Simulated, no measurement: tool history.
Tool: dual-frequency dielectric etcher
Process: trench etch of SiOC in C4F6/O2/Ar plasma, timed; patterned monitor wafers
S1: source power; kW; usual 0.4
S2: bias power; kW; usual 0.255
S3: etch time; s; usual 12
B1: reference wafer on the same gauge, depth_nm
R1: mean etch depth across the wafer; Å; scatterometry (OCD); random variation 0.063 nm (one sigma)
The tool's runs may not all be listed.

{"run": 1, "hour": 0.0, "S1": 0.4, "S2": 0.255, "S3": 12, "B1": 24.85, "R1": 275.2}
{"run": 2, "hour": 25.0, "S1": 0.4, "S2": 0.255, "S3": 12, "B1": 24.85, "R1": 275.5}
{"run": 3, "hour": 42.5, "S1": 0.4, "S2": 0.255, "S3": 9.5, "B1": 24.85, "R1": 218.9}
{"run": 4, "hour": 62.1, "S1": 0.4, "S2": 0.255, "S3": 9.5, "B1": 24.86, "R1": 218.4}
{"run": 5, "hour": 75.0, "S1": 0.4, "S2": 0.225, "S3": 12, "B1": 24.88, "R1": 263.1}
{"run": 6, "hour": 98.7, "S1": 0.4, "S2": 0.225, "S3": 12, "B1": 24.91, "R1": 263.2}
{"run": 7, "hour": 187.9, "S1": 0.4, "S2": 0.225, "S3": 12, "B1": 24.95, "R1": 265.4}
{"run": 8, "hour": 217.3, "S1": 0.4, "S2": 0.255, "S3": 12, "B1": 25.01, "R1": 277}
{"run": 9, "hour": 229.8, "S1": 0.4, "S2": 0.255, "S3": 12, "B1": 24.99, "R1": 277.5}
{"run": 10, "hour": 246.3, "S1": 0.4, "S2": 0.255, "S3": 12, "B1": 25, "R1": 276.6}
{"run": 11, "hour": 266.2, "S1": 0.4, "S2": 0.255, "S3": 12, "B1": 25.03, "R1": 277.2}
{"run": 12, "hour": 299.3, "S1": 0.4, "S2": 0.255, "S3": 12, "B1": 25.05, "R1": 277.2}
{"hour": 327.4, "done": "wet clean of the chamber"}
{"run": 13, "hour": 327.9, "S1": 0.46, "S2": 0.204, "S3": 9, "B1": 25.11, "R1": 208.5}
{"run": 14, "hour": 340.2, "S1": 0.4, "S2": 0.255, "S3": 12, "B1": 25.09, "R1": 277}
{"hour": 410.2, "done": "upper electrode replaced"}
{"run": 15, "hour": 435.1, "S1": 0.4, "S2": 0.255, "S3": 12, "B1": 25.16, "R1": 278.4}
{"hour": 494.4, "done": "source power generator calibrated"}
{"run": 16, "hour": 533.7, "S1": 0.33, "S2": 0.238, "S3": 13, "B1": 25.22, "R1": 260.7}
{"run": 17, "hour": 566.0, "S1": 0.4, "S2": 0.255, "S3": 15, "B1": 25.26, "R1": 348.8}
{"run": 18, "hour": 594.1, "S1": 0.4, "S2": 0.312, "S3": 12, "B1": 25.26, "R1": 301.9}
{"run": 19, "hour": 624.2, "S1": 0.5, "S2": 0.255, "S3": 12, "B1": 25.29, "R1": 319.1}
{"hour": 636.6, "done": "gauge calibrated"}
{"hour": 639.9, "done": "bias power generator calibrated"}
{"run": 20, "hour": 645.7, "S1": 0.4, "S2": 0.316, "S3": 13.5, "B1": 24.8, "R1": 334.6}
{"run": 21, "hour": 666.6, "S1": 0.32, "S2": 0.212, "S3": 12, "B1": 24.79, "R1": 219.9}
{"run": 22, "hour": 690.6, "S1": 0.48, "S2": 0.234, "S3": 10, "B1": 24.84, "R1": 246.8}
{"run": 23, "hour": 724.6, "S1": 0.4, "S2": 0.255, "S3": 12, "B1": 24.86, "R1": 274.4}
{"run": 24, "hour": 753.8, "S1": 0.46, "S2": 0.255, "S3": 12, "B1": 24.87, "R1": 299.5}
{"run": 25, "hour": 779.0, "S1": 0.4, "S2": 0.255, "S3": 12, "B1": 24.89, "R1": 275.1}
{"run": 26, "hour": 807.9, "S1": 0.4, "S2": 0.31, "S3": 12, "B1": 24.94, "R1": 296.3}
{"run": 27, "hour": 843.0, "S1": 0.4, "S2": 0.317, "S3": 12, "B1": 24.93, "R1": 301}
{"run": 28, "hour": 863.6, "S1": 0.47, "S2": 0.255, "S3": 9.5, "B1": 24.96, "R1": 240.3}
{"hour": 904.1, "done": "wet clean of the chamber"}
{"run": 29, "hour": 904.6, "S1": 0.4, "S2": 0.255, "S3": 12, "B1": 24.97, "R1": 276.5}
{"run": 30, "hour": 913.2, "S1": 0.4, "S2": 0.206, "S3": 12, "B1": 24.97, "R1": 254.8}
{"run": 31, "hour": 942.0, "S1": 0.43, "S2": 0.314, "S3": 12, "B1": 25.01, "R1": 313.5}

Some steps in R1 between neighbouring runs. How much of each would the tool show without its hidden state too (settings, what came in, random variation), and how much is left for the hidden state, with any gauge scatter that isn't in both results?
The hidden state here: etch rate over this chamber's usual, %; source power that arrives over what is set, %; bias power that arrives over what is set, %; gauge reads high (%).
Run 12 -> 13: S1 0.4 -> 0.46, S2 0.255 -> 0.204, S3 12 -> 9, wet clean of the chamber. R1 -68.7 Å: hidden state -0.6, all else -68.1.
Run 13 -> 14: S1 0.46 -> 0.4, S2 0.204 -> 0.255, S3 9 -> 12. R1 +68.5 Å: hidden state +0.9, all else +67.6.
Run 16 -> 17: S1 0.33 -> 0.4, S2 0.238 -> 0.255, S3 13 -> 15. R1 +88.1 Å: hidden state +1.8, all else +86.3.
Run 19 -> 20: S1 0.5 -> 0.4, S2 0.255 -> 0.316, S3 12 -> 13.5, gauge calibrated, bias power generator calibrated. R1 +15.5 Å: hidden state -6.3, all else +21.8.
Run 20 -> 21: S1 0.4 -> 0.32, S2 0.316 -> 0.212, S3 13.5 -> 12. R1 -114.7 Å: hidden state +0.2, all else -114.9.

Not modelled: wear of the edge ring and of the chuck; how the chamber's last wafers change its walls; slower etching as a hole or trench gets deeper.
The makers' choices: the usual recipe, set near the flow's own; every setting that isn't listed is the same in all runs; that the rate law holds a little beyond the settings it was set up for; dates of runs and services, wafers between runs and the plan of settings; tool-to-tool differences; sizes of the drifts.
